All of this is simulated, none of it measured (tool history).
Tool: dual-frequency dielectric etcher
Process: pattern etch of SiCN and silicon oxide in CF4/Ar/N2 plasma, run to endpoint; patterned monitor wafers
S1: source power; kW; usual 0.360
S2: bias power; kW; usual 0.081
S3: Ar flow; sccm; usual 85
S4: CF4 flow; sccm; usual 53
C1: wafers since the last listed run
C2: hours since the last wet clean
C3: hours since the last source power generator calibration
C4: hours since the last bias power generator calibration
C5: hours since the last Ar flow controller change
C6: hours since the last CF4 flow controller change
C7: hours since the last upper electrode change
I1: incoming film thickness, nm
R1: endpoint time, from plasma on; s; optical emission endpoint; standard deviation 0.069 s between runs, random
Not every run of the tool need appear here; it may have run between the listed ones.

run   hour     S1     S2  S3  S4   C1     C2     C3     C4      C5      C6     C7    I1    R1
  1    0.0  0.360  0.065  85  53    0  395.3   54.0  182.6  4367.5  3197.1   78.0  9.49  13.1
  2    6.4  0.360  0.086  71  53   74  401.7   60.4  189.0  4373.9  3203.5   84.4  9.41  11.3
  3   18.0  0.360  0.081  70  53  135  413.3   72.0  200.6  4385.5  3215.1   96.0  9.41  11.6
  4   27.5  0.360  0.081  85  53  111  422.8   81.5  210.1  4395.0  3224.6  105.5  9.37  12.0
  5   40.2  0.360  0.064  95  46  148  435.5   94.2  222.8  4407.7  3237.3  118.2  9.42  13.8
  6   56.5  0.300  0.081  85  53  190  451.8  110.5  239.1  4424.0  3253.6  134.5  9.35  14.7
  7   69.2  0.360  0.081  69  53  148  464.5  123.2  251.8  4436.7  3266.3  147.2  9.52  11.7
  8   79.4  0.360  0.081  85  53  119  474.7  133.4  262.0  4446.9  3276.5  157.4  9.41  11.9
      95.7  -- CF4 flow controller replaced
     100.4  -- Ar flow controller replaced
  9  100.9  0.410  0.099  91  53  127  496.2  154.9  283.5     0.5     5.2  178.9  9.39   9.7
 10  101.2  0.320  0.081  85  59    3  496.5  155.2  283.8     0.8     5.5  179.2  9.38  13.4
     127.6  -- wet clean of the chamber
 11  128.1  0.280  0.095  71  47   33    0.5  182.1  310.7    27.7    32.4  206.1  9.41  15.2
 12  128.4  0.360  0.081  96  53    3    0.8  182.4  311.0    28.0    32.7  206.4  9.49  12.8
 13  152.8  0.360  0.090  85  53  285   25.2  206.8  335.4    52.4    57.1  230.8  9.47  11.9
 14  168.1  0.340  0.081  85  53  178   40.5  222.1  350.7    67.7    72.4  246.1  9.39  13.2
 15  181.7  0.360  0.087  79  60  159   54.1  235.7  364.3    81.3    86.0  259.7  9.35  11.4
 16  197.3  0.360  0.081  85  53  182   69.7  251.3  379.9    96.9   101.6  275.3  9.33  12.2
 17  207.8  0.360  0.081  85  53  122   80.2  261.8  390.4   107.4   112.1  285.8  9.44  12.3
 18  221.0  0.360  0.067  66  53  154   93.4  275.0  403.6   120.6   125.3  299.0  9.31  12.4
 19  236.6  0.440  0.069  85  48  182  109.0  290.6  419.2   136.2   140.9  314.6  9.43  10.8
 20  253.3  0.360  0.081  65  46  195  125.7  307.3  435.9   152.9   157.6  331.3  9.44  11.9
 21  269.8  0.360  0.081  85  53  192  142.2  323.8  452.4   169.4   174.1  347.8  9.43  12.2
 22  286.8  0.360  0.081  85  53  198  159.2  340.8  469.4   186.4   191.1  364.8  9.43  12.3
 23  301.5  0.360  0.087  85  53  171  173.9  355.5  484.1   201.1   205.8  379.5  9.52  12.1

5 options for the next run, each taken on its own from the tool as it stands now. Forecast them:
  A  301.9  0.360  0.081  85  53   4  174.3  355.9  484.5  201.5  206.2  379.9  9.44   ?
  B  301.9  0.280  0.081  96  43   4  174.3  355.9  484.5  201.5  206.2  379.9  9.44   ?
  C  301.9  0.360  0.065  70  64   4  174.3  355.9  484.5  201.5  206.2  379.9  9.44   ?
  D  301.9  0.300  0.094  85  49   4  174.3  355.9  484.5  201.5  206.2  379.9  9.44   ?
  E  301.9  0.360  0.081  85  41   4  174.3  355.9  484.5  201.5  206.2  379.9  9.44   ?

run    R1
  A  12.3
  B  17.4
  C  12.4
  D  14.4
  E  12.8
With no hidden state in the tool, these same runs would have given:
run    R1
  A  12.5
  B  17.8
  C  12.7
  D  14.7
  E  13.1
